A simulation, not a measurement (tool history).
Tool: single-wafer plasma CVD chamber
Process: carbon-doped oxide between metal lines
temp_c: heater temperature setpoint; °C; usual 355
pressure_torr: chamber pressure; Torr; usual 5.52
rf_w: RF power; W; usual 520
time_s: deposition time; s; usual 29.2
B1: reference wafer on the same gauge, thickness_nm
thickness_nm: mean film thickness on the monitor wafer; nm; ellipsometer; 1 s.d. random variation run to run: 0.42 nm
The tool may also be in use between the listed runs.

Run 1, day 0.000: usual settings; B1 170.087. Result: thickness_nm 160.133 nm.
Run 2, day 1.800: usual settings; B1 170.159. Result: thickness_nm 160.374 nm.
Run 3, day 14.917: usual settings; B1 169.848. Result: thickness_nm 159.251 nm.
Run 4, day 16.454: usual settings; B1 169.987. Result: thickness_nm 158.789 nm.
At day 19.517: gauge calibrated.
Run 5, day 20.450: usual settings; B1 169.875. Result: thickness_nm 158.382 nm.
Run 6, day 23.504: usual settings but rf_w 500 W; B1 170.127. Result: thickness_nm 153.407 nm.
Run 7, day 27.608: usual settings but rf_w 500 W; B1 170.149. Result: thickness_nm 153.988 nm.
At day 30.917: capacitance manometer re-zeroed and calibrated.
Run 8, day 30.938: usual settings but rf_w 500 W; B1 170.119. Result: thickness_nm 153.186 nm.
At day 39.454: RF generator calibrated.
At day 44.008: showerhead replaced.
Run 9, day 44.029: usual settings but time_s 23.7 s; B1 170.046. Result: thickness_nm 132.449 nm.
At day 47.492: thermocouple changed; heater temperature recalibrated.
Run 10, day 47.654: usual settings; B1 170.110. Result: thickness_nm 161.759 nm.
Run 11, day 49.279: usual settings but pressure_torr 4.63 Torr, time_s 25.0 s; B1 169.963. Result: thickness_nm 135.808 nm.
Run 12, day 53.612: usual settings but rf_w 500 W; B1 170.027. Result: thickness_nm 157.580 nm.
Run 13, day 57.321: usual settings but pressure_torr 4.31 Torr, time_s 27.1 s; B1 169.812. Result: thickness_nm 144.749 nm.
Run 14, day 59.733: usual settings but temp_c 349 °C, pressure_torr 5.12 Torr, time_s 25.3 s; B1 169.973. Result: thickness_nm 140.464 nm.
Run 15, day 61.829: usual settings but pressure_torr 4.26 Torr; B1 170.025. Result: thickness_nm 155.281 nm.
Run 16, day 63.354: usual settings but temp_c 340 °C, rf_w 490 W, time_s 25.7 s; B1 170.041. Result: thickness_nm 141.652 nm.

Branching from run 16: 4 alternative next runs. What would each branch give?
Run A, day 63.371: usual settings; B1 ?. Result: thickness_nm ?.
Run B, day 63.371: usual settings but temp_c 366 °C, pressure_torr 6.09 Torr, rf_w 430 W, time_s 26.6 s; B1 ?. Result: thickness_nm ?.
Run C, day 63.371: usual settings but temp_c 368 °C, time_s 34.8 s; B1 ?. Result: thickness_nm ?.
Run D, day 63.371: usual settings but pressure_torr 6.83 Torr; B1 ?. Result: thickness_nm ?.

run       B1  thickness_nm
  A  170.182       159.887
  B  170.182       125.725
  C  170.182       183.890
  D  170.182       162.928
Stripped of hidden state, with their random variation kept, the same runs would have yielded:
run  thickness_nm
  A       162.283
  B       127.950
  C       186.645
  D       165.370
